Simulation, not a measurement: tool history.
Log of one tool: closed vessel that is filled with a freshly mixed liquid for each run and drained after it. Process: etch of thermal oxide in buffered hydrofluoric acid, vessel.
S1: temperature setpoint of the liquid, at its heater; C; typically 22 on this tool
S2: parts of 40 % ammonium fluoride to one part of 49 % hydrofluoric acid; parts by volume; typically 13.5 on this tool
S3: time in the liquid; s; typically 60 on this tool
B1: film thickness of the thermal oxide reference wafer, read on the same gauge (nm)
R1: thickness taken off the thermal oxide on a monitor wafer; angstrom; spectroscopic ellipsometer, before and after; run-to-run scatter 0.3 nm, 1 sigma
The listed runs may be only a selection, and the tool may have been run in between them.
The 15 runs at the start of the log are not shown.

run,hour,S1,S2,S3,B1,R1
16,405.2,22,13.5,60,109.97,447.9
17,439,18.5,12,30,110.04,206.9
# hour 468.9: hydrofluoric acid flow meter replaced
18,469.8,22,12,90,109.99,854.2
19,502.5,18.5,13.5,90,110.03,619.4
20,525.7,22,13.5,60,110.01,507.1
21,547.2,22,12,85,110,806.7
# hour 578.5: gauge calibrated
22,626.6,25.5,16,80,110.03,684.3
23,644,19,13.5,75,109.99,529.6
24,665.8,22,13.5,60,110,503.3
25,693,24,17.5,35,110.03,256.7
26,736.9,22,13.5,60,110.01,497
27,759.7,20.5,8.5,70,109.97,824.2
28,813.6,22,13.5,60,110.02,497.7
29,847.7,24.5,17.5,40,109.97,293.9
30,878.2,17.5,13.5,35,109.98,225.6
31,896.4,24.5,13.5,60,110,573
32,925.9,17.5,12,60,109.98,436.7

Below are 5 alternative next runs, each starting from the tool's condition after run 32. Predict each:
A,926.6,22,13.5,60,?,?
B,926.6,26,17,40,?,?
C,926.6,20,9.5,40,?,?
D,926.6,25,18.5,95,?,?
E,926.6,24,11.5,60,?,?

run,B1,R1
A,110.02,490.5
B,110.02,324.4
C,110.02,408.4
D,110.02,671.5
E,110.02,640.5
Without the tool's unlogged condition, the same runs would have read:
run,R1
A,501.7
B,331.8
C,414.4
D,686.9
E,655.1
